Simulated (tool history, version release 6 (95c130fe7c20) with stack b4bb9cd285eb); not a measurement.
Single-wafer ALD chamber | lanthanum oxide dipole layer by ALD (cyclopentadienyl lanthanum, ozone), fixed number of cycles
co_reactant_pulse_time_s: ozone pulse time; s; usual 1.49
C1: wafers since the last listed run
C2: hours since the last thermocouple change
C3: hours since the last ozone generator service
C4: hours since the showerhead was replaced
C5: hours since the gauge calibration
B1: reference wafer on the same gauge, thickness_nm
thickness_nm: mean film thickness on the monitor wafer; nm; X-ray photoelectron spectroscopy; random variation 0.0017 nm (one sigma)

run 1 day=0 | co_reactant_pulse_time_s=1.67 | C1=0 C2=1112.1 C3=458.8 C4=4735.5 C5=712 | B1=0.485 | thickness_nm=0.519
run 2 day=3.396 | co_reactant_pulse_time_s=1.67 | C1=1635 C2=1193.6 C3=540.3 C4=4817 C5=793.5 | B1=0.485 | thickness_nm=0.52
run 3 day=6.833 | co_reactant_pulse_time_s=1.49 | C1=1655 C2=1276.1 C3=622.8 C4=4899.5 C5=876 | B1=0.485 | thickness_nm=0.51
run 4 day=10.938 | co_reactant_pulse_time_s=1.96 | C1=1976 C2=1374.6 C3=721.3 C4=4998 C5=974.5 | B1=0.485 | thickness_nm=0.524
run 5 day=13.85 | co_reactant_pulse_time_s=1.96 | C1=1402 C2=1444.5 C3=791.2 C4=5067.9 C5=1044.4 | B1=0.485 | thickness_nm=0.52
-- day=15.262 thermocouple changed; heater temperature recalibrated
-- day=16.838 gauge calibrated
run 6 day=17.296 | co_reactant_pulse_time_s=1.49 | C1=1498 C2=48.8 C3=873.9 C4=5150.6 C5=11 | B1=0.485 | thickness_nm=0.511
run 7 day=21.658 | co_reactant_pulse_time_s=1.49 | C1=2100 C2=153.5 C3=978.6 C4=5255.3 C5=115.7 | B1=0.484 | thickness_nm=0.509
run 8 day=24.075 | co_reactant_pulse_time_s=1.49 | C1=1163 C2=211.5 C3=1036.6 C4=5313.3 C5=173.7 | B1=0.485 | thickness_nm=0.509
run 9 day=28.475 | co_reactant_pulse_time_s=1.67 | C1=2118 C2=317.1 C3=1142.2 C4=5418.9 C5=279.3 | B1=0.485 | thickness_nm=0.513
-- day=31.275 ozone generator serviced
-- day=31.442 showerhead replaced
run 10 day=32.125 | co_reactant_pulse_time_s=1.15 | C1=1516 C2=404.7 C3=20.4 C4=16.4 C5=366.9 | B1=0.485 | thickness_nm=0.501
run 11 day=34.45 | co_reactant_pulse_time_s=1.94 | C1=1119 C2=460.5 C3=76.2 C4=72.2 C5=422.7 | B1=0.485 | thickness_nm=0.525
run 12 day=42.838 | co_reactant_pulse_time_s=1.93 | C1=4039 C2=661.8 C3=277.5 C4=273.5 C5=624 | B1=0.485 | thickness_nm=0.525
run 13 day=46.483 | co_reactant_pulse_time_s=1.87 | C1=1755 C2=749.3 C3=365 C4=361 C5=711.5 | B1=0.485 | thickness_nm=0.524
run 14 day=49.683 | co_reactant_pulse_time_s=1.85 | C1=1540 C2=826.1 C3=441.8 C4=437.8 C5=788.3 | B1=0.485 | thickness_nm=0.522

Forecast each of these 4 alternatives for the next run:
run A day=49.7 | co_reactant_pulse_time_s=1.76 | C1=8 C2=826.5 C3=442.2 C4=438.2 C5=788.7 | B1=? | thickness_nm=?
run B day=49.7 | co_reactant_pulse_time_s=2.04 | C1=8 C2=826.5 C3=442.2 C4=438.2 C5=788.7 | B1=? | thickness_nm=?
run C day=49.7 | co_reactant_pulse_time_s=1.2 | C1=8 C2=826.5 C3=442.2 C4=438.2 C5=788.7 | B1=? | thickness_nm=?
run D day=49.7 | co_reactant_pulse_time_s=1.9 | C1=8 C2=826.5 C3=442.2 C4=438.2 C5=788.7 | B1=? | thickness_nm=?

run=A B1=0.485 thickness_nm=0.516
run=B B1=0.485 thickness_nm=0.521
run=C B1=0.485 thickness_nm=0.5
run=D B1=0.485 thickness_nm=0.519
Without the tool's hidden state the same runs would have given:
run=A thickness_nm=0.517
run=B thickness_nm=0.522
run=C thickness_nm=0.501
run=D thickness_nm=0.519

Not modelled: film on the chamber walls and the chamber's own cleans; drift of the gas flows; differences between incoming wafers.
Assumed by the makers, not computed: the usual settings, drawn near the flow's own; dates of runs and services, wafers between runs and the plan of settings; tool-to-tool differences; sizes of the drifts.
